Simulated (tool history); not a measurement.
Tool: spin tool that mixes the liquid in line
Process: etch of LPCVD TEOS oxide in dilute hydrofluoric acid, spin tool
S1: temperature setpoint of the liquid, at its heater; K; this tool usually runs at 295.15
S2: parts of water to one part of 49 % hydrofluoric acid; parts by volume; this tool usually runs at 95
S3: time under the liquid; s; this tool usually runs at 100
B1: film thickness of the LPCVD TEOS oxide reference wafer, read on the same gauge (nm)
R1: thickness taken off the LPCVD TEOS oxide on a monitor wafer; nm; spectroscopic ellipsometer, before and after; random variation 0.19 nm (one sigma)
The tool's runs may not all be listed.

{"run": 1, "hour": 0.0, "S1": 295.15, "S2": 95, "S3": 100, "B1": 39.99, "R1": 38.08}
{"run": 2, "hour": 51.1, "S1": 295.15, "S2": 95, "S3": 100, "B1": 40.01, "R1": 38.56}
{"run": 3, "hour": 101.7, "S1": 295.15, "S2": 95, "S3": 100, "B1": 40.0, "R1": 38.72}
{"run": 4, "hour": 217.1, "S1": 295.15, "S2": 95, "S3": 100, "B1": 40.0, "R1": 38.59}
{"run": 5, "hour": 284.3, "S1": 295.15, "S2": 95, "S3": 100, "B1": 39.98, "R1": 39.06}
{"run": 6, "hour": 309.6, "S1": 292.65, "S2": 95, "S3": 100, "B1": 40.01, "R1": 34.95}
{"run": 7, "hour": 488.7, "S1": 292.65, "S2": 95, "S3": 100, "B1": 39.99, "R1": 34.95}
{"hour": 495.3, "done": "hydrofluoric acid flow meter replaced"}
{"run": 8, "hour": 548.7, "S1": 292.65, "S2": 95, "S3": 100, "B1": 40.02, "R1": 33.83}
{"run": 9, "hour": 573.1, "S1": 295.15, "S2": 95, "S3": 100, "B1": 40.01, "R1": 37.88}
{"run": 10, "hour": 618.4, "S1": 295.15, "S2": 95, "S3": 100, "B1": 40.0, "R1": 37.58}
{"run": 11, "hour": 661.3, "S1": 295.15, "S2": 95, "S3": 100, "B1": 40.0, "R1": 38.29}
{"run": 12, "hour": 708.8, "S1": 295.15, "S2": 95, "S3": 100, "B1": 40.0, "R1": 37.9}
{"hour": 827.5, "done": "gauge calibrated"}
{"run": 13, "hour": 832.2, "S1": 295.15, "S2": 95, "S3": 90, "B1": 39.98, "R1": 34.01}
{"run": 14, "hour": 888.0, "S1": 290.65, "S2": 80, "S3": 55, "B1": 40.02, "R1": 20.69}
{"run": 15, "hour": 937.1, "S1": 291.65, "S2": 135, "S3": 60, "B1": 39.99, "R1": 13.27}
{"run": 16, "hour": 1026.2, "S1": 299.15, "S2": 65, "S3": 80, "B1": 39.99, "R1": 54.7}
{"hour": 1036.6, "done": "hydrofluoric acid flow meter replaced"}
{"run": 17, "hour": 1064.5, "S1": 295.15, "S2": 125, "S3": 100, "B1": 39.99, "R1": 27.13}
{"run": 18, "hour": 1112.3, "S1": 290.15, "S2": 110, "S3": 140, "B1": 40.0, "R1": 36.09}
{"hour": 1127.2, "done": "thermometer replaced"}
{"run": 19, "hour": 1140.9, "S1": 295.15, "S2": 75, "S3": 100, "B1": 39.96, "R1": 51.07}
{"run": 20, "hour": 1215.1, "S1": 295.15, "S2": 135, "S3": 155, "B1": 40.02, "R1": 41.29}
{"run": 21, "hour": 1251.1, "S1": 295.15, "S2": 50, "S3": 65, "B1": 40.0, "R1": 51.49}
{"run": 22, "hour": 1287.5, "S1": 295.15, "S2": 95, "S3": 100, "B1": 39.99, "R1": 39.57}
{"run": 23, "hour": 1315.1, "S1": 295.15, "S2": 95, "S3": 100, "B1": 39.99, "R1": 39.5}
{"run": 24, "hour": 1354.7, "S1": 291.65, "S2": 95, "S3": 100, "B1": 39.99, "R1": 34.09}
{"run": 25, "hour": 1400.5, "S1": 295.15, "S2": 95, "S3": 100, "B1": 40.0, "R1": 39.69}
{"run": 26, "hour": 1468.6, "S1": 295.15, "S2": 115, "S3": 140, "B1": 39.98, "R1": 44.6}
{"run": 27, "hour": 1509.1, "S1": 291.15, "S2": 95, "S3": 100, "B1": 39.99, "R1": 33.91}
{"run": 28, "hour": 1559.8, "S1": 296.65, "S2": 75, "S3": 100, "B1": 40.01, "R1": 55.35}
{"run": 29, "hour": 1594.7, "S1": 297.15, "S2": 130, "S3": 140, "B1": 40.03, "R1": 42.25}
{"run": 30, "hour": 1621.0, "S1": 295.15, "S2": 95, "S3": 100, "B1": 40.0, "R1": 39.93}
{"hour": 1630.4, "done": "hydrofluoric acid flow meter replaced"}
{"run": 31, "hour": 1688.6, "S1": 295.15, "S2": 70, "S3": 150, "B1": 39.99, "R1": 80.94}
{"run": 32, "hour": 1740.4, "S1": 292.15, "S2": 125, "S3": 100, "B1": 39.98, "R1": 25.37}
{"run": 33, "hour": 1773.9, "S1": 295.15, "S2": 95, "S3": 100, "B1": 40.02, "R1": 39.08}

Pick out some run-to-run changes in R1. Of each, how much would a tool without hidden state show as well, from the settings, what came in and chance, and how much is left for the hidden state and any gauge scatter not in both results compared?
Hidden conditions of the tool in this case: liquid colder than its thermometer reads (K); hydrofluoric acid flow above the setpoint (%); gauge reads high (%).
Run 15 -> 16: S1 291.65 -> 299.15, S2 135 -> 65, S3 60 -> 80. R1 +41.43 nm: hidden state -1.37, all else +42.80.
Run 18 -> 19: S1 290.15 -> 295.15, S2 110 -> 75, S3 140 -> 100, thermometer replaced. R1 +14.98 nm: hidden state +2.66, all else +12.32.
Run 30 -> 31: S2 95 -> 70, S3 100 -> 150, hydrofluoric acid flow meter replaced. R1 +41.01 nm: hidden state -1.72, all else +42.73.
Run 31 -> 32: S1 295.15 -> 292.15, S2 70 -> 125, S3 150 -> 100. R1 -55.57 nm: hidden state +0.78, all else -56.35.
